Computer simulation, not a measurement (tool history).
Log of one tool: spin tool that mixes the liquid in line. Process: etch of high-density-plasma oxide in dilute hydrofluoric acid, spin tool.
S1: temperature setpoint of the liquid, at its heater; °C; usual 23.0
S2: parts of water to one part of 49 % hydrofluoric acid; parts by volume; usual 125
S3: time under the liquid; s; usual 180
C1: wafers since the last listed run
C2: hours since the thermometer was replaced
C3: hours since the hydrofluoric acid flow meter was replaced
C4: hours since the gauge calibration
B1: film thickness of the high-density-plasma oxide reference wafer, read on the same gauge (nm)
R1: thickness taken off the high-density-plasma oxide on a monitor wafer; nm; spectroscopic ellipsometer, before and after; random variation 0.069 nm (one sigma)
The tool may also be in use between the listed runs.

run	hour	S1	S2	S3	C1	C2	C3	C4	B1	R1
1	0.0	23.0	125	180	0	751.2	568.5	3059.0	80.00	6.91
2	140.8	23.0	125	180	1007	892.0	709.3	3199.8	79.99	6.95
# hour 146.4: thermometer replaced
3	230.8	23.0	170	180	636	84.4	799.3	3289.8	80.02	4.67
4	287.9	23.0	170	180	408	141.5	856.4	3346.9	80.03	4.69
5	390.5	23.0	170	180	734	244.1	959.0	3449.5	80.01	4.63
6	428.1	23.0	125	180	269	281.7	996.6	3487.1	80.02	6.71
7	500.5	23.0	100	180	518	354.1	1069.0	3559.5	80.00	8.57
# hour 552.5: hydrofluoric acid flow meter replaced
8	595.9	23.0	125	180	675	449.5	43.4	3654.9	79.99	7.13
9	671.6	23.0	125	180	541	525.2	119.1	3730.6	79.98	7.23
10	728.7	23.0	125	180	408	582.3	176.2	3787.7	79.97	7.17
11	792.9	23.0	125	180	459	646.5	240.4	3851.9	80.01	7.08
12	864.6	23.0	125	180	513	718.2	312.1	3923.6	80.00	7.04
13	968.7	23.0	125	180	745	822.3	416.2	4027.7	80.00	6.94
14	1070.8	23.0	125	245	730	924.4	518.3	4129.8	80.00	9.48
15	1116.9	23.0	125	245	329	970.5	564.4	4175.9	80.00	9.58
16	1200.3	25.0	125	150	596	1053.9	647.8	4259.3	79.99	6.20
# hour 1247.7: gauge calibrated
17	1249.5	23.0	125	180	352	1103.1	697.0	1.8	80.03	6.89
# hour 1282.9: thermometer replaced
18	1345.3	25.0	165	235	678	62.4	792.8	97.6	80.01	6.83
19	1647.9	23.0	125	180	2165	365.0	1095.4	400.2	80.03	6.57
20	1687.6	21.5	70	100	284	404.7	1135.1	439.9	80.00	6.59
# hour 1696.3: hydrofluoric acid flow meter replaced
21	1774.9	23.0	125	180	617	492.0	78.6	527.2	80.03	7.18
22	2043.0	27.5	70	285	1918	760.1	346.7	795.3	79.98	25.42
23	2116.3	25.0	90	95	524	833.4	420.0	868.6	80.00	5.68
24	2169.6	23.0	110	275	381	886.7	473.3	921.9	80.01	12.65
# hour 2342.9: thermometer replaced
25	2424.6	23.0	160	250	1817	81.7	728.3	1176.9	79.99	7.30
26	2520.7	23.0	125	180	687	177.8	824.4	1273.0	80.00	6.86
27	2625.0	23.0	125	180	746	282.1	928.7	1377.3	79.98	6.59
28	2680.7	25.0	165	235	398	337.8	984.4	1433.0	80.01	6.86
29	2783.0	23.0	125	180	732	440.1	1086.7	1535.3	80.04	6.65
# hour 2863.6: hydrofluoric acid flow meter replaced
30	2866.3	23.0	75	290	589	523.4	2.7	1618.6	79.97	20.57
31	2942.0	19.0	90	275	541	599.1	78.4	1694.3	79.97	13.32
32	3023.6	23.0	80	290	583	680.7	160.0	1775.9	80.00	18.94
33	3071.7	21.5	125	180	344	728.8	208.1	1824.0	80.04	6.61

The same runs without the tool's hidden state, with the same run-to-run variation:
The hidden state here: liquid hotter than its thermometer reads (K); hydrofluoric acid flow below the setpoint (%); gauge reads high (%).
run	R1
1	7.27
2	7.39
3	5.02
4	5.07
5	5.05
6	7.32
7	9.38
8	7.22
9	7.36
10	7.33
11	7.27
12	7.27
13	7.23
14	9.96
15	10.10
16	6.58
17	7.35
18	7.36
19	7.24
20	7.25
21	7.25
22	26.18
23	5.88
24	13.17
25	7.78
26	7.35
27	7.13
28	7.48
29	7.28
30	20.91
31	13.63
32	19.50
33	6.84
